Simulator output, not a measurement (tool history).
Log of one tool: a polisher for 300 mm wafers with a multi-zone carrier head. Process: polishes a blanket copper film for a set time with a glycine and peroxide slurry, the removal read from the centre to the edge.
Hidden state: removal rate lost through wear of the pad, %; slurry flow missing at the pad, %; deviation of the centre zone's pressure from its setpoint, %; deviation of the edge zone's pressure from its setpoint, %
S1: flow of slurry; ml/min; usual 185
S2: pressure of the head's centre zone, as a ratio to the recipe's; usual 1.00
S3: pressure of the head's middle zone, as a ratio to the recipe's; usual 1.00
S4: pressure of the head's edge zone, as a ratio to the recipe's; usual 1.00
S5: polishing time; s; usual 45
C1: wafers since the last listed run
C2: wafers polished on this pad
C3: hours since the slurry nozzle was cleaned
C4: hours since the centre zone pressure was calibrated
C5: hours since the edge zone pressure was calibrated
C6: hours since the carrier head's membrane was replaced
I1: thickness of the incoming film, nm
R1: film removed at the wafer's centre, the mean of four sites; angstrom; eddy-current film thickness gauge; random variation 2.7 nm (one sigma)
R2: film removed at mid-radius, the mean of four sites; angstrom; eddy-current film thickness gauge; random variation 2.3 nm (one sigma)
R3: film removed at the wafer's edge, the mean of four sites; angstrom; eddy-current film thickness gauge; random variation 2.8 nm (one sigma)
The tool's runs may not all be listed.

| run | hour | S1 | S2 | S3 | S4 | S5 | C1 | C2 | C3 | C4 | C5 | C6 | I1 | R1 | R2 | R3 |
|---|---|---|---|---|---|---|---|---|---|---|---|---|---|---|---|---|
| 1 | 0.0 | 185 | 1.00 | 1.00 | 1.00 | 52 | 0 | 4295 | 209.8 | 848.7 | 220.8 | 531.4 | 958.6 | 2745 | 2813 | 2836 |
| 2 | 71.4 | 185 | 1.00 | 1.00 | 1.00 | 52 | 908 | 5203 | 281.2 | 920.1 | 292.2 | 602.8 | 940.8 | 2762 | 2774 | 2806 |
| 3 | 123.8 | 185 | 1.00 | 1.00 | 1.00 | 45 | 666 | 5869 | 333.6 | 972.5 | 344.6 | 655.2 | 964.1 | 2313 | 2410 | 2415 |
| 4 | 173.9 | 185 | 1.00 | 0.94 | 0.96 | 32 | 637 | 6506 | 383.7 | 1022.6 | 394.7 | 705.3 | 959.7 | 1665 | 1622 | 1674 |
|  | 184.8 | centre zone pressure recalibrated |
|  | 188.5 | worn pad replaced by a new one |
| 5 | 242.0 | 245 | 1.00 | 0.97 | 1.00 | 30 | 793 | 680 | 451.8 | 57.2 | 462.8 | 773.4 | 953.3 | 1669 | 1615 | 1642 |
| 6 | 313.7 | 185 | 1.07 | 0.89 | 1.00 | 36 | 911 | 1592 | 523.5 | 128.9 | 534.5 | 845.1 | 954.4 | 1978 | 1716 | 1870 |
|  | 339.7 | slurry nozzle cleaned |
| 7 | 405.4 | 185 | 1.00 | 1.00 | 1.11 | 45 | 1153 | 2745 | 65.7 | 220.6 | 626.2 | 936.8 | 964.0 | 2387 | 2394 | 2526 |
|  | 459.9 | edge zone pressure recalibrated |
| 8 | 466.3 | 250 | 0.95 | 1.10 | 1.00 | 56 | 749 | 3494 | 126.6 | 281.5 | 6.4 | 997.7 | 963.1 | 2992 | 3371 | 3085 |
| 9 | 555.8 | 185 | 1.00 | 1.00 | 1.10 | 45 | 1138 | 4633 | 216.1 | 371.0 | 95.9 | 1087.2 | 952.5 | 2384 | 2399 | 2498 |
| 10 | 593.7 | 210 | 1.00 | 1.00 | 1.00 | 45 | 482 | 5115 | 254.0 | 408.9 | 133.8 | 1125.1 | 963.8 | 2421 | 2431 | 2452 |
| 11 | 663.9 | 185 | 1.00 | 1.00 | 1.00 | 45 | 892 | 6007 | 324.2 | 479.1 | 204.0 | 1195.3 | 936.9 | 2301 | 2406 | 2370 |
|  | 679.0 | carrier head's membrane replaced by a new one |
| 12 | 757.2 | 185 | 1.00 | 1.00 | 1.04 | 33 | 1122 | 7130 | 417.5 | 572.4 | 297.3 | 78.2 | 959.6 | 1725 | 1732 | 1727 |
| 13 | 865.1 | 185 | 1.00 | 1.00 | 1.00 | 45 | 1372 | 8503 | 525.4 | 680.3 | 405.2 | 186.1 | 936.4 | 2253 | 2315 | 2364 |
|  | 882.0 | worn pad replaced by a new one |
|  | 939.5 | slurry nozzle cleaned |
|  | 1100.7 | centre zone pressure recalibrated |
| 14 | 1161.8 | 185 | 1.00 | 1.00 | 1.00 | 45 | 3684 | 3520 | 222.3 | 61.1 | 701.9 | 482.8 | 962.0 | 2450 | 2423 | 2408 |
|  | 1174.8 | edge zone pressure recalibrated |
| 15 | 1244.5 | 185 | 1.00 | 0.94 | 1.00 | 45 | 1026 | 4546 | 305.0 | 143.8 | 69.7 | 565.5 | 948.4 | 2417 | 2279 | 2375 |
| 16 | 1301.9 | 185 | 1.09 | 1.00 | 1.00 | 45 | 730 | 5276 | 362.4 | 201.2 | 127.1 | 622.9 | 964.2 | 2646 | 2437 | 2396 |
| 17 | 1368.5 | 215 | 1.00 | 1.10 | 1.00 | 45 | 847 | 6123 | 429.0 | 267.8 | 193.7 | 689.5 | 951.7 | 2399 | 2618 | 2385 |
| 18 | 1443.7 | 185 | 1.00 | 1.00 | 1.00 | 35 | 956 | 7079 | 504.2 | 343.0 | 268.9 | 764.7 | 964.9 | 1827 | 1821 | 1826 |
| 19 | 1481.7 | 185 | 1.00 | 1.00 | 1.00 | 54 | 483 | 7563 | 542.2 | 381.0 | 306.9 | 802.7 | 955.7 | 2703 | 2823 | 2782 |
|  | 1566.5 | slurry nozzle cleaned |
|  | 1571.3 | worn pad replaced by a new one |
| 20 | 1587.5 | 160 | 0.96 | 1.11 | 1.04 | 45 | 1281 | 205 | 21.0 | 486.8 | 412.7 | 908.5 | 949.5 | 2241 | 2526 | 2422 |
| 21 | 1638.9 | 220 | 1.00 | 1.11 | 0.95 | 45 | 653 | 859 | 72.4 | 538.2 | 464.1 | 959.9 | 949.1 | 2470 | 2750 | 2407 |
| 22 | 1725.8 | 185 | 1.03 | 1.00 | 1.00 | 45 | 1105 | 1964 | 159.3 | 625.1 | 551.0 | 1046.8 | 948.4 | 2529 | 2428 | 2362 |
|  | 1793.6 | edge zone pressure recalibrated |
| 23 | 1828.2 | 185 | 1.00 | 0.96 | 1.00 | 45 | 1276 | 3241 | 261.7 | 727.5 | 34.6 | 1149.2 | 959.6 | 2408 | 2359 | 2387 |

Some steps in R1 between neighbouring runs. How much of each would the tool show without its hidden state too (settings, what came in, random variation), and how much is left for the hidden state, with any gauge scatter that isn't in both results?
Run 3 -> 4: S3 1.00 -> 0.94, S4 1.00 -> 0.96, S5 45 -> 32. R1 -648 angstrom: hidden state +2, all else -650.
Run 13 -> 14: worn pad replaced by a new one, slurry nozzle cleaned, centre zone pressure recalibrated. R1 +197 angstrom: hidden state +142, all else +55.
Run 18 -> 19: S5 35 -> 54. R1 +876 angstrom: hidden state -67, all else +943.
Run 19 -> 20: S1 185 -> 160, S2 1.00 -> 0.96, S3 1.00 -> 1.11, S4 1.00 -> 1.04, S5 54 -> 45, slurry nozzle cleaned, worn pad replaced by a new one. R1 -462 angstrom: hidden state +135, all else -597.
